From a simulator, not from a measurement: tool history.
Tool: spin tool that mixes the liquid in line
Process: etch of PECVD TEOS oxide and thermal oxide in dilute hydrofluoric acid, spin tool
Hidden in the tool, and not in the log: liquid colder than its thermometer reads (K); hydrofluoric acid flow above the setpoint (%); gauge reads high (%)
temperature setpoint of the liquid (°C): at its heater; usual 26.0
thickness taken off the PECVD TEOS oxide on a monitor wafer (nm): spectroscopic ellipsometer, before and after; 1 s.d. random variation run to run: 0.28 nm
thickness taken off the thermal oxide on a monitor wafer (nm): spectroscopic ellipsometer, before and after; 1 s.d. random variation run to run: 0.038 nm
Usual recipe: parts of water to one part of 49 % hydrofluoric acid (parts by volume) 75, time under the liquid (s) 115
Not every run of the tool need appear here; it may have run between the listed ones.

| run | hour | temperature setpoint of the liquid (°C) | parts of water to one part of 49 % hydrofluoric acid (parts by volume) | time under the liquid (s) | wafers since the last listed run | hours since the thermometer was replaced | hours since the hydrofluoric acid flow meter was replaced | hours since the gauge calibration | read-back film thickness of the PECVD TEOS oxide reference wafer, read on the same gauge (nm) | read-back film thickness of the thermal oxide reference wafer, read on the same gauge (nm) | thickness taken off the PECVD TEOS oxide on a monitor wafer (nm) | thickness taken off the thermal oxide on a monitor wafer (nm) |
|---|---|---|---|---|---|---|---|---|---|---|---|---|
| 1 | 0.0 | 26.0 | 75 | 115 | 0 | 2075.4 | 661.1 | 935.9 | 89.99 | 150.00 | 34.92 | 7.70 |
| 2 | 54.5 | 26.0 | 75 | 115 | 464 | 2129.9 | 715.6 | 990.4 | 90.02 | 149.98 | 34.88 | 7.72 |
| 3 | 159.5 | 26.0 | 75 | 115 | 894 | 2234.9 | 820.6 | 1095.4 | 90.02 | 149.99 | 34.92 | 7.71 |
| 4 | 199.6 | 26.0 | 75 | 115 | 341 | 2275.0 | 860.7 | 1135.5 | 90.01 | 150.00 | 34.87 | 7.71 |
| 5 | 286.6 | 26.0 | 75 | 115 | 741 | 2362.0 | 947.7 | 1222.5 | 90.02 | 149.98 | 34.82 | 7.71 |
| 6 | 388.6 | 26.0 | 75 | 115 | 869 | 2464.0 | 1049.7 | 1324.5 | 89.99 | 149.98 | 34.57 | 7.74 |
|  | 533.6 | hydrofluoric acid flow meter replaced |
| 7 | 556.8 | 26.0 | 75 | 115 | 1424 | 2632.2 | 23.2 | 1492.7 | 90.02 | 150.00 | 33.32 | 7.39 |
| 8 | 638.2 | 26.0 | 75 | 115 | 693 | 2713.6 | 104.6 | 1574.1 | 90.01 | 150.02 | 33.92 | 7.43 |
| 9 | 740.3 | 26.0 | 75 | 115 | 869 | 2815.7 | 206.7 | 1676.2 | 89.99 | 150.01 | 33.62 | 7.40 |
| 10 | 842.9 | 22.5 | 75 | 70 | 874 | 2918.3 | 309.3 | 1778.8 | 90.00 | 149.99 | 17.39 | 3.89 |
| 11 | 945.6 | 22.5 | 75 | 70 | 874 | 3021.0 | 412.0 | 1881.5 | 89.98 | 150.00 | 17.53 | 3.92 |
| 12 | 984.6 | 26.0 | 75 | 115 | 332 | 3060.0 | 451.0 | 1920.5 | 89.99 | 150.01 | 33.67 | 7.32 |
|  | 999.6 | thermometer replaced |
| 13 | 1079.6 | 24.0 | 75 | 175 | 800 | 80.0 | 546.0 | 2015.5 | 89.99 | 150.01 | 52.70 | 11.63 |
| 14 | 1142.7 | 29.5 | 55 | 180 | 537 | 143.1 | 609.1 | 2078.6 | 89.99 | 150.02 | 95.02 | 21.10 |
| 15 | 1236.6 | 26.0 | 75 | 115 | 799 | 237.0 | 703.0 | 2172.5 | 90.01 | 149.99 | 38.09 | 8.33 |
|  | 1271.8 | gauge calibrated |
| 16 | 1302.8 | 26.0 | 110 | 170 | 564 | 303.2 | 769.2 | 31.0 | 89.99 | 150.00 | 36.51 | 7.99 |
| 17 | 1360.1 | 26.0 | 75 | 165 | 488 | 360.5 | 826.5 | 88.3 | 90.01 | 150.01 | 54.21 | 12.00 |
| 18 | 1408.3 | 21.0 | 75 | 90 | 410 | 408.7 | 874.7 | 136.5 | 90.00 | 150.01 | 24.01 | 5.35 |
| 19 | 1480.2 | 26.0 | 50 | 95 | 612 | 480.6 | 946.6 | 208.4 | 89.99 | 150.00 | 48.99 | 10.61 |
| 20 | 1516.4 | 26.0 | 75 | 180 | 308 | 516.8 | 982.8 | 244.6 | 90.01 | 149.99 | 59.32 | 13.05 |
| 21 | 1552.8 | 26.0 | 100 | 55 | 310 | 553.2 | 1019.2 | 281.0 | 90.02 | 150.00 | 12.97 | 2.89 |
| 22 | 1650.9 | 26.0 | 75 | 115 | 835 | 651.3 | 1117.3 | 379.1 | 90.01 | 149.98 | 37.88 | 8.32 |
| 23 | 1705.5 | 22.0 | 45 | 65 | 465 | 705.9 | 1171.9 | 433.7 | 89.99 | 149.99 | 31.64 | 6.94 |
| 24 | 1745.9 | 26.0 | 85 | 115 | 344 | 746.3 | 1212.3 | 474.1 | 90.00 | 149.99 | 32.76 | 7.24 |
| 25 | 1838.6 | 26.0 | 75 | 115 | 789 | 839.0 | 1305.0 | 566.8 | 90.00 | 150.00 | 37.32 | 8.32 |
|  | 1864.7 | hydrofluoric acid flow meter replaced |
| 26 | 1899.2 | 21.0 | 100 | 180 | 507 | 899.6 | 34.5 | 627.4 | 89.99 | 150.00 | 33.41 | 7.36 |

What if the next run were any one of these 4? Each begins from the tool's condition after run 26:
| A | 1899.6 | 26.0 | 60 | 115 | 3 | 900.0 | 34.9 | 627.8 | ? | ? | ? | ? |
| B | 1899.6 | 28.5 | 55 | 135 | 3 | 900.0 | 34.9 | 627.8 | ? | ? | ? | ? |
| C | 1899.6 | 22.0 | 45 | 140 | 3 | 900.0 | 34.9 | 627.8 | ? | ? | ? | ? |
| D | 1899.6 | 28.5 | 40 | 95 | 3 | 900.0 | 34.9 | 627.8 | ? | ? | ? | ? |

| run | read-back film thickness of the PECVD TEOS oxide reference wafer, read on the same gauge (nm) | read-back film thickness of the thermal oxide reference wafer, read on the same gauge (nm) | thickness taken off the PECVD TEOS oxide on a monitor wafer (nm) | thickness taken off the thermal oxide on a monitor wafer (nm) |
|---|---|---|---|---|
| A | 90.01 | 150.00 | 46.21 | 10.11 |
| B | 90.01 | 150.00 | 65.87 | 14.41 |
| C | 90.01 | 150.00 | 64.81 | 14.18 |
| D | 90.01 | 150.00 | 65.13 | 14.25 |
Stripped of hidden state, with their random variation kept, the same runs would have yielded:
| run | thickness taken off the PECVD TEOS oxide on a monitor wafer (nm) | thickness taken off the thermal oxide on a monitor wafer (nm) |
|---|---|---|
| A | 47.34 | 10.36 |
| B | 67.46 | 14.76 |
| C | 66.51 | 14.55 |
| D | 66.74 | 14.60 |
